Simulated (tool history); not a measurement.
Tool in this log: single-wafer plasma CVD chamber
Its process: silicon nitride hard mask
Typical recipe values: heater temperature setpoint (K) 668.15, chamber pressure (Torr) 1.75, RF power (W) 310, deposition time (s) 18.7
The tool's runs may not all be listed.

run   hour  heater temperature setpoint (K)  chamber pressure (Torr)  RF power (W)  deposition time (s)  wafers since the last listed run  hours since the last thermocouple change  hours since the last RF generator calibration  hours since the last manometer calibration  hours since the showerhead was replaced  hours since the gauge calibration  read-back reference wafer on the same gauge, thickness_nm  mean film thickness on the monitor wafer (Å)
  1    0.0                           668.15                     1.75           310                 18.7                                 0                                    1242.1                                          752.6                                       397.5                                   1950.6                              518.0                                                     22.401                                        229.00
  2   36.1                           668.15                     1.75           310                 18.7                               630                                    1278.2                                          788.7                                       433.6                                   1986.7                              554.1                                                     22.407                                        228.10
  3  160.4                           658.15                     1.75           310                 18.7                              2170                                    1402.5                                          913.0                                       557.9                                   2111.0                              678.4                                                     22.410                                        227.59
  4  205.4                           668.15                     1.75           340                 18.7                               785                                    1447.5                                          958.0                                       602.9                                   2156.0                              723.4                                                     22.405                                        243.41
  5  256.4                           668.15                     1.75           340                 18.7                               890                                    1498.5                                         1009.0                                       653.9                                   2207.0                              774.4                                                     22.386                                        243.49
  6  311.4                           668.15                     1.75           310                 18.7                               960                                    1553.5                                         1064.0                                       708.9                                   2262.0                              829.4                                                     22.386                                        227.33
     339.5  -- RF generator calibrated
  7  395.9                           668.15                     1.75           310                 18.7                              1335                                    1638.0                                           56.4                                       793.4                                   2346.5                              913.9                                                     22.374                                        231.89
  8  491.6                           668.15                     1.58           310                 18.7                              1670                                    1733.7                                          152.1                                       889.1                                   2442.2                             1009.6                                                     22.407                                        223.01
  9  554.6                           664.15                     1.75           340                 20.1                              1100                                    1796.7                                          215.1                                       952.1                                   2505.2                             1072.6                                                     22.402                                        267.09
     572.7  -- capacitance manometer re-zeroed and calibrated
     594.4  -- gauge calibrated
     603.3  -- thermocouple changed; heater temperature recalibrated
 10  661.3                           668.15                     1.75           310                 18.7                              1583                                      58.0                                          321.8                                        88.6                                   2611.9                               66.9                                                     22.385                                        229.23
     674.9  -- showerhead replaced
 11  748.5                           668.15                     1.46           310                 16.3                              1382                                     145.2                                          409.0                                       175.8                                     73.6                              154.1                                                     22.394                                        187.46
 12  836.3                           668.15                     2.02           310                 18.7                              1533                                     233.0                                          496.8                                       263.6                                    161.4                              241.9                                                     22.373                                        238.87
 13  931.2                           682.15                     2.06           310                 16.3                              1657                                     327.9                                          591.7                                       358.5                                    256.3                              336.8                                                     22.394                                        208.35
 14  985.5                           668.15                     1.75           310                 18.7                               948                                     382.2                                          646.0                                       412.8                                    310.6                              391.1                                                     22.416                                        226.27

Branching from run 14: 4 alternative next runs. What would each branch give?
  A  985.9                           668.15                     1.75           310                 18.7                                 6                                     382.6                                          646.4                                       413.2                                    311.0                              391.5                                                          ?                                             ?
  B  985.9                           654.15                     1.95           365                 18.7                                 6                                     382.6                                          646.4                                       413.2                                    311.0                              391.5                                                          ?                                             ?
  C  985.9                           662.15                     1.58           250                 20.1                                 6                                     382.6                                          646.4                                       413.2                                    311.0                              391.5                                                          ?                                             ?
  D  985.9                           677.15                     1.75           310                 20.2                                 6                                     382.6                                          646.4                                       413.2                                    311.0                              391.5                                                          ?                                             ?

run  read-back reference wafer on the same gauge, thickness_nm  mean film thickness on the monitor wafer (Å)
  A                                                     22.392                                        227.03
  B                                                     22.392                                        267.39
  C                                                     22.392                                        197.52
  D                                                     22.392                                        244.12
With no hidden state in the tool, these same runs would have given:
run  mean film thickness on the monitor wafer (Å)
  A                                        232.94
  B                                        274.00
  C                                        203.02
  D                                        250.47
